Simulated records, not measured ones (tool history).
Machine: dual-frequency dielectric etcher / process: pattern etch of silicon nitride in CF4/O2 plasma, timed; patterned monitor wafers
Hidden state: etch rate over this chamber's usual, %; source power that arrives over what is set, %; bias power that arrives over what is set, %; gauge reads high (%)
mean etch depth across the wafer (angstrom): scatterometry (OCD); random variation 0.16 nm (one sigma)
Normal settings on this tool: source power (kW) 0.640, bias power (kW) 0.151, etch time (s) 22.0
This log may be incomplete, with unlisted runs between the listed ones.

run,hour,source power (kW),bias power (kW),etch time (s),wafers since the last listed run,hours since the last wet clean,hours since the last source power generator calibration,hours since the last bias power generator calibration,hours since the last upper electrode change,hours since the gauge calibration,"read-back reference wafer on the same gauge, depth_nm",mean etch depth across the wafer (angstrom)
1,0.0,0.640,0.151,22.0,0,336.3,64.6,941.6,3084.6,1755.8,43.8,505
2,27.5,0.640,0.151,22.0,434,363.8,92.1,969.1,3112.1,1783.3,43.8,504
3,76.2,0.640,0.151,22.0,770,412.5,140.8,1017.8,3160.8,1832.0,43.8,503
4,123.4,0.640,0.151,18.5,746,459.7,188.0,1065.0,3208.0,1879.2,43.8,425
5,187.1,0.640,0.151,18.5,1007,523.4,251.7,1128.7,3271.7,1942.9,43.8,423
6,224.9,0.640,0.151,22.0,597,561.2,289.5,1166.5,3309.5,1980.7,43.8,502
7,252.0,0.640,0.125,22.0,428,588.3,316.6,1193.6,3336.6,2007.8,43.8,452
# hour 302.7: wet clean of the chamber
8,304.6,0.640,0.171,17.0,452,1.9,369.2,1246.2,3389.2,2060.4,43.8,416
9,357.6,0.730,0.117,16.5,838,54.9,422.2,1299.2,3442.2,2113.4,43.8,348
10,384.6,0.640,0.151,22.0,426,81.9,449.2,1326.2,3469.2,2140.4,43.8,504
11,431.5,0.640,0.161,20.0,741,128.8,496.1,1373.1,3516.1,2187.3,43.8,473
12,482.7,0.790,0.151,22.0,809,180.0,547.3,1424.3,3567.3,2238.5,43.8,556
# hour 510.9: gauge calibrated
13,535.0,0.640,0.164,18.0,827,232.3,599.6,1476.6,3619.6,24.1,43.8,428
# hour 558.7: bias power generator calibrated
14,578.0,0.640,0.151,27.0,616,275.3,642.6,19.3,3662.6,67.1,43.8,630
# hour 644.4: upper electrode replaced
15,644.9,0.640,0.132,25.5,678,342.2,709.5,86.2,0.5,134.0,43.8,549
16,689.6,0.570,0.151,19.0,706,386.9,754.2,130.9,45.2,178.7,43.8,418
17,750.2,0.640,0.151,22.0,958,447.5,814.8,191.5,105.8,239.3,43.8,509
18,817.5,0.510,0.136,27.5,1064,514.8,882.1,258.8,173.1,306.6,43.8,543
19,852.5,0.770,0.137,18.5,553,549.8,917.1,293.8,208.1,341.6,43.8,442
# hour 888.2: wet clean of the chamber
20,888.7,0.640,0.186,22.0,192,0.5,953.3,330.0,244.3,377.8,43.8,571
21,941.1,0.540,0.138,22.0,828,52.9,1005.7,382.4,296.7,430.2,43.8,447
22,1009.6,0.640,0.151,22.0,1083,121.4,1074.2,450.9,365.2,498.7,43.8,509
23,1073.7,0.640,0.151,22.0,1013,185.5,1138.3,515.0,429.3,562.8,43.8,506
24,1098.9,0.640,0.151,16.0,398,210.7,1163.5,540.2,454.5,588.0,43.8,368
25,1127.7,0.640,0.151,22.0,455,239.5,1192.3,569.0,483.3,616.8,43.8,509
26,1165.8,0.500,0.115,19.0,602,277.6,1230.4,607.1,521.4,654.9,43.8,333
27,1205.9,0.640,0.161,22.0,634,317.7,1270.5,647.2,561.5,695.0,43.8,525
28,1284.6,0.530,0.170,25.5,1244,396.4,1349.2,725.9,640.2,773.7,43.8,577
29,1353.9,0.710,0.151,19.5,1095,465.7,1418.5,795.2,709.5,843.0,43.8,472

What if the next run were any one of these 5? Each begins from the tool's condition after run 29:
A,1354.3,0.780,0.151,22.0,6,466.1,1418.9,795.6,709.9,843.4,?,?
B,1354.3,0.580,0.185,22.0,6,466.1,1418.9,795.6,709.9,843.4,?,?
C,1354.3,0.510,0.185,22.0,6,466.1,1418.9,795.6,709.9,843.4,?,?
D,1354.3,0.730,0.151,24.5,6,466.1,1418.9,795.6,709.9,843.4,?,?
E,1354.3,0.640,0.188,22.0,6,466.1,1418.9,795.6,709.9,843.4,?,?

run,"read-back reference wafer on the same gauge, depth_nm",mean etch depth across the wafer (angstrom)
A,43.8,559
B,43.8,544
C,43.8,515
D,43.8,602
E,43.8,573
What these runs would have given with no unlogged condition in the tool:
run,mean etch depth across the wafer (angstrom)
A,565
B,550
C,521
D,609
E,580
